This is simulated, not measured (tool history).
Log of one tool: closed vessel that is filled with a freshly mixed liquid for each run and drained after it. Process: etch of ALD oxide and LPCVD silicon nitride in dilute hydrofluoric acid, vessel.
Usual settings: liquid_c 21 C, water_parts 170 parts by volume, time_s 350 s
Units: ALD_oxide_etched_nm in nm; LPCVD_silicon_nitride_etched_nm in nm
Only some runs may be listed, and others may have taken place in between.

run,day,liquid_c,water_parts,time_s,"read-back film thickness of the ALD oxide reference wafer, read on the same gauge (nm)","read-back film thickness of the LPCVD silicon nitride reference wafer, read on the same gauge (nm)",ALD_oxide_etched_nm,LPCVD_silicon_nitride_etched_nm
1,0,21,170,350,139.98,50.005,15.31,0.737
2,0.6,21,170,350,140.01,50.029,15.35,0.883
3,0.988,21,170,350,139.99,50.01,15.3,0.821
4,1.267,21,170,350,140.01,50.015,15.18,0.752
5,1.933,21,170,350,140.01,50.004,15.26,0.825
6,2.196,21,170,350,140.01,50.007,15.29,0.783
# day 2.288: hydrofluoric acid flow meter replaced
7,2.946,21,170,350,140,49.992,15.79,0.864
8,3.65,21,170,350,140.01,49.997,15.76,0.804
9,3.954,23.5,170,530,139.99,50.021,26.4,1.42
10,4.312,21,170,290,140,50.007,13.18,0.671
11,5.817,17.5,125,350,140.03,50.006,19.64,0.857
12,6.225,24,170,350,140.01,50.003,17.78,0.905
13,6.946,21,170,500,140,49.981,22.42,1.173
14,7.5,21,205,480,140.01,49.993,17.31,0.975
# day 7.912: gauge calibrated
15,9.471,21,220,350,139.99,49.981,11.46,0.675
# day 9.592: thermometer replaced
16,10.154,21,170,350,139.99,50.006,15.62,0.8
17,10.596,21,170,350,139.98,50.006,15.72,0.831
18,11.346,21,240,505,139.98,49.988,14.94,0.821
19,11.8,17,205,350,140,50.025,10.71,0.524
20,12.092,19,170,215,140.01,49.976,8.95,0.473
21,12.788,21,105,435,139.99,49.992,33.95,1.571
22,13.158,17.5,100,210,139.99,49.964,14.91,0.627
23,13.825,21,170,350,140.01,50.012,15.54,0.829
24,14.562,24,220,150,140.01,50.008,5.53,0.334
25,14.929,23.5,170,350,140.01,49.991,17.29,0.932

Forecast each of these 5 alternatives for the next run:
A,14.958,21,170,350,?,?,?,?
B,14.958,23.5,110,350,?,?,?,?
C,14.958,17,250,515,?,?,?,?
D,14.958,17.5,240,350,?,?,?,?
E,14.958,23,245,350,?,?,?,?

run,"read-back film thickness of the ALD oxide reference wafer, read on the same gauge (nm)","read-back film thickness of the LPCVD silicon nitride reference wafer, read on the same gauge (nm)",ALD_oxide_etched_nm,LPCVD_silicon_nitride_etched_nm
A,139.99,50.012,15.7,0.804
B,139.99,50.012,28.62,1.453
C,139.99,50.012,12.45,0.626
D,139.99,50.012,9.07,0.457
E,139.99,50.012,10.87,0.639
Had the tool no hidden state, the same runs would have come out as:
run,ALD_oxide_etched_nm,LPCVD_silicon_nitride_etched_nm
A,16.01,0.817
B,29.17,1.477
C,12.71,0.636
D,9.25,0.465
E,11.09,0.649
